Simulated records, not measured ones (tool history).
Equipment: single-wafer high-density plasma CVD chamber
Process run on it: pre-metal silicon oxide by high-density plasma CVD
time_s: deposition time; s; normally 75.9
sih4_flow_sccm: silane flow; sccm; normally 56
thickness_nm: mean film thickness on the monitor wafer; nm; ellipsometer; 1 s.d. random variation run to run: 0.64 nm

run,hour,time_s,sih4_flow_sccm,wafers since the last listed run,hours since the silane flow controller was replaced,hours since the gauge calibration,"read-back reference wafer on the same gauge, thickness_nm",thickness_nm
1,0.0,75.9,49,0,2308.0,109.3,489.927,395.655
2,10.7,75.9,49,90,2318.7,120.0,489.768,396.108
3,24.2,80.6,56,113,2332.2,133.5,490.005,452.204
4,30.5,80.6,56,53,2338.5,139.8,490.105,453.748
5,46.3,80.6,56,133,2354.3,155.6,489.737,452.857
6,58.9,82.4,65,106,2366.9,168.2,489.873,505.252
7,66.7,82.4,65,65,2374.7,176.0,490.165,505.376
# hour 84.3: silane flow controller replaced
8,84.8,82.4,65,85,0.5,194.1,489.922,505.027
9,96.4,75.9,56,97,12.1,205.7,490.123,425.030
10,111.4,63.3,48,126,27.1,220.7,490.057,325.223
11,126.1,85.4,67,123,41.8,235.4,489.804,534.722
12,159.8,84.1,60,284,75.5,269.1,489.903,492.730
13,173.5,86.0,46,115,89.2,282.8,490.026,432.784
# hour 176.0: gauge calibrated
14,183.9,70.2,66,87,99.6,7.9,490.121,435.197
15,195.5,84.1,60,97,111.2,19.5,490.144,492.189
16,205.5,75.9,56,84,121.2,29.5,489.963,425.838
17,220.0,67.6,56,122,135.7,44.0,489.888,379.485
18,231.8,70.2,66,99,147.5,55.8,490.025,434.737
19,238.7,71.4,65,58,154.4,62.7,489.940,437.820

Forecast each of these 3 alternatives for the next run:
A,239.1,75.9,62,3,154.8,63.1,?,?
B,239.1,86.3,56,3,154.8,63.1,?,?
C,239.1,75.9,67,3,154.8,63.1,?,?

run,"read-back reference wafer on the same gauge, thickness_nm",thickness_nm
A,489.890,452.582
B,489.890,484.582
C,489.890,474.580
What these runs would have given with no unlogged condition in the tool:
run,thickness_nm
A,452.582
B,484.582
C,474.580
